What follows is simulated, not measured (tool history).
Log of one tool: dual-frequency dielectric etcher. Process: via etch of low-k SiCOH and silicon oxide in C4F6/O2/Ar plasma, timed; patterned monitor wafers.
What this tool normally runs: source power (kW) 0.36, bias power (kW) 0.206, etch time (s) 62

| run | hour | source power (kW) | bias power (kW) | etch time (s) | read-back reference wafer on the same gauge, depth_nm | mean etch depth across the wafer (Å) |
|---|---|---|---|---|---|---|
| 1 | 0 | 0.36 | 0.206 | 62 | 142.8 | 1625 |
| 2 | 14.5 | 0.36 | 0.206 | 62 | 142.9 | 1629 |
| 3 | 29.5 | 0.36 | 0.206 | 62 | 143 | 1633 |
| 4 | 49.7 | 0.36 | 0.206 | 62 | 142.9 | 1625 |
| 5 | 80.5 | 0.36 | 0.206 | 62 | 143.3 | 1629 |
| 6 | 107 | 0.36 | 0.206 | 62 | 143.1 | 1632 |
| 7 | 126.2 | 0.36 | 0.206 | 62 | 143.2 | 1634 |
| 8 | 158.3 | 0.42 | 0.206 | 62 | 143.3 | 1697 |
|  | 202.6 | wet clean of the chamber |
| 9 | 203.1 | 0.36 | 0.206 | 62 | 143.3 | 1630 |
|  | 231.2 | upper electrode replaced |
| 10 | 231.7 | 0.36 | 0.206 | 54 | 143.4 | 1428 |
| 11 | 239.1 | 0.36 | 0.206 | 54 | 143.3 | 1424 |
|  | 271.7 | source power generator calibrated |
| 12 | 272.2 | 0.36 | 0.224 | 62 | 143.3 | 1699 |
| 13 | 305 | 0.41 | 0.219 | 62 | 143.5 | 1734 |
| 14 | 322.2 | 0.3 | 0.164 | 46 | 143.4 | 1050 |
| 15 | 340.3 | 0.41 | 0.167 | 76.5 | 143.4 | 1885 |
|  | 356 | bias power generator calibrated |
| 16 | 359.3 | 0.3 | 0.176 | 62 | 143.4 | 1456 |
|  | 373.6 | gauge calibrated |
| 17 | 391.8 | 0.44 | 0.206 | 76 | 140.5 | 2056 |
| 18 | 405.3 | 0.36 | 0.206 | 50 | 140.6 | 1291 |
| 19 | 425 | 0.42 | 0.17 | 53.5 | 140.9 | 1319 |
| 20 | 444.1 | 0.43 | 0.159 | 62 | 141.1 | 1489 |
| 21 | 469.3 | 0.36 | 0.206 | 62 | 141.6 | 1617 |
| 22 | 501.8 | 0.36 | 0.206 | 62 | 141.7 | 1618 |

Predict the results of run 23:
| 23 | 518.5 | 0.36 | 0.206 | 62 | ? | ? |

{"run 23": {"read-back reference wafer on the same gauge, depth_nm": 142, "mean etch depth across the wafer (Å)": 1623}}
With no hidden state in the tool, this same run would have given mean etch depth across the wafer (Å) 1602.

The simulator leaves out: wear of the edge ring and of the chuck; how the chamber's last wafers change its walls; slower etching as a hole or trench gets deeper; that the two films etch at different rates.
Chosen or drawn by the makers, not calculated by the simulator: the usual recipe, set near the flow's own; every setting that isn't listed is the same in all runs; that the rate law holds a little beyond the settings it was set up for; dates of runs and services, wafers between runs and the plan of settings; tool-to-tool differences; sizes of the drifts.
